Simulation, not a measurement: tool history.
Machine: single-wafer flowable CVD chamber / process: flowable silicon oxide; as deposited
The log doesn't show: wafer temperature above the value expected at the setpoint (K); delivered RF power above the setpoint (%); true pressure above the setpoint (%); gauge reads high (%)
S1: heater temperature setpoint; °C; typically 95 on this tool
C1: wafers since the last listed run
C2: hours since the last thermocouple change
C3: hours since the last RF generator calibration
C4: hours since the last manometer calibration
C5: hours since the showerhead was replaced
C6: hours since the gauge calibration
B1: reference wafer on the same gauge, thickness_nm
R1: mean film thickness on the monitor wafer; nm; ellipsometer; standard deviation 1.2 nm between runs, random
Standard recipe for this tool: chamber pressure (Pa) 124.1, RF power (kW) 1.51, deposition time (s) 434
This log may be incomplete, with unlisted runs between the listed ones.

Run 1, hour 0: usual settings; C1 0; C2 1125.4; C3 1091.2; C4 3176.1; C5 3577.3; C6 62.8; B1 339.887. Result: R1 398.847 nm.
Run 2, hour 10.6: usual settings; C1 30; C2 1136; C3 1101.8; C4 3186.7; C5 3587.9; C6 73.4; B1 340.283. Result: R1 400.243 nm.
Run 3, hour 21.4: usual settings; C1 31; C2 1146.8; C3 1112.6; C4 3197.5; C5 3598.7; C6 84.2; B1 340.309. Result: R1 402.603 nm.
Run 4, hour 38.3: usual settings but deposition time (s) 386; C1 48; C2 1163.7; C3 1129.5; C4 3214.4; C5 3615.6; C6 101.1; B1 340.4. Result: R1 363.346 nm.
Run 5, hour 55.6: usual settings but deposition time (s) 386; C1 50; C2 1181; C3 1146.8; C4 3231.7; C5 3632.9; C6 118.4; B1 340.066. Result: R1 361.165 nm.
Run 6, hour 77.8: usual settings but deposition time (s) 386; C1 64; C2 1203.2; C3 1169; C4 3253.9; C5 3655.1; C6 140.6; B1 339.909. Result: R1 364.125 nm.
At hour 95.2: thermocouple changed; heater temperature recalibrated.
Run 7, hour 95.7: usual settings; C1 28; C2 0.5; C3 1186.9; C4 3271.8; C5 3673; C6 158.5; B1 340.202. Result: R1 343.811 nm.
Run 8, hour 107.9: usual settings; C1 35; C2 12.7; C3 1199.1; C4 3284; C5 3685.2; C6 170.7; B1 339.737. Result: R1 343.314 nm.
At hour 123.4: showerhead replaced, of another model than before.
Run 9, hour 123.9: usual settings; C1 23; C2 28.7; C3 1215.1; C4 3300; C5 0.5; C6 186.7; B1 340.683. Result: R1 343.635 nm.
At hour 129.1: gauge calibrated.
Run 10, hour 134.7: usual settings; C1 31; C2 39.5; C3 1225.9; C4 3310.8; C5 11.3; C6 5.6; B1 340.134. Result: R1 342.753 nm.
At hour 145.9: RF generator calibrated.
Run 11, hour 148.2: usual settings; C1 15; C2 53; C3 2.3; C4 3324.3; C5 24.8; C6 19.1; B1 340.171. Result: R1 343.519 nm.

Run 12 is up next; what results do you expect?
Run 12, hour 168.2: usual settings; C1 57; C2 73; C3 22.3; C4 3344.3; C5 44.8; C6 39.1; B1 ?. Result: R1 ?.

B1: 340.192
R1: 343.95 nm
On a tool with no hidden condition, and with the same random variation, this run would have come out at R1 338.886 nm.
